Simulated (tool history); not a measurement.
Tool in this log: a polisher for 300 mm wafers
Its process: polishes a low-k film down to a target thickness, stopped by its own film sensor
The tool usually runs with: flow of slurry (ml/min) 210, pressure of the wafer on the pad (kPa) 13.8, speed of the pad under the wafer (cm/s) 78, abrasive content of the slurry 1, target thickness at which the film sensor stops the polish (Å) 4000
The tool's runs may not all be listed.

run	hour	flow of slurry (ml/min)	pressure of the wafer on the pad (kPa)	speed of the pad under the wafer (cm/s)	abrasive content of the slurry	target thickness at which the film sensor stops the polish (Å)	incoming thickness of the incoming film, nm	time until the film sensor stopped the polish (s)
1	0	210	11	78	1	4040	412.3	31.1
2	16.5	210	13.8	78	0.75	3970	415.9	63.2
3	39.5	210	13.8	68	1	3960	420.9	84.8
4	53.1	185	16.5	98	1.25	4000	420.2	43.8
5	84.8	210	13.8	78	0.85	4030	420.9	59.9
6	101.7	210	13.8	78	1.15	3980	418.4	62.1
7	121.2	210	13.8	78	1	4000	418.5	58.5
8	133.2	210	13.8	78	1.25	4000	420.1	58.7
# hour 138: slurry nozzle cleaned
# hour 148.9: slurry blender recalibrated
9	160.4	210	17.9	62	1	4000	420.9	60.4
# hour 177: worn pad replaced by a new one
10	177.5	210	13.8	78	1	4000	426.7	82.6
# hour 184: head pressure recalibrated
11	206.1	210	13.8	78	1.15	4000	416.5	52.2
12	225.3	210	13.8	78	1	4000	423.5	76.9
# hour 279.4: conditioning disc replaced and pad reconditioned
13	290.5	235	10.3	78	1	4000	413.7	47.9
14	316.9	155	13.8	78	1.1	4060	423.3	49.5
15	333.5	210	13.8	64	1	4000	424.4	81.3
16	349	210	13.8	90	1	4000	424.4	65.6
17	380.9	210	13.8	54	1	4000	418.1	69.1
# hour 390.4: worn pad replaced by a new one
18	400.4	210	13.8	78	1	4000	424.9	73.2
19	417.2	210	13.8	94	1	4000	419.7	54.2
20	433.4	240	13.8	88	0.9	3930	425.6	93.6
21	453.1	280	13.8	78	0.7	4040	418.4	47.2
# hour 466.7: slurry blender recalibrated
22	477.5	210	13.8	70	1	4040	424.6	67.9
23	502	180	13.8	78	1	4050	423.5	56.4
24	524.1	210	16.5	78	1.25	4000	421	52.9
25	536.4	210	13.8	78	1	4000	424.9	77.6

Alternative continuations, all from the tool just after run 25; predict every row:
A	536.8	210	17.2	78	1	4000	417.2	?
B	536.8	210	13.8	86	1	4040	417.2	?
C	536.8	210	13.8	78	1.2	3950	417.2	?
D	536.8	210	17.2	98	1.25	4000	417.2	?
E	536.8	210	13.8	78	1.1	4000	417.2	?

run	time until the film sensor stopped the polish (s)
A	44.9
B	38.5
C	65.3
D	36.3
E	52
Without the tool's hidden state the same runs would have given:
run	time until the film sensor stopped the polish (s)
A	37
B	32.3
C	55.4
D	28.8
E	44.1
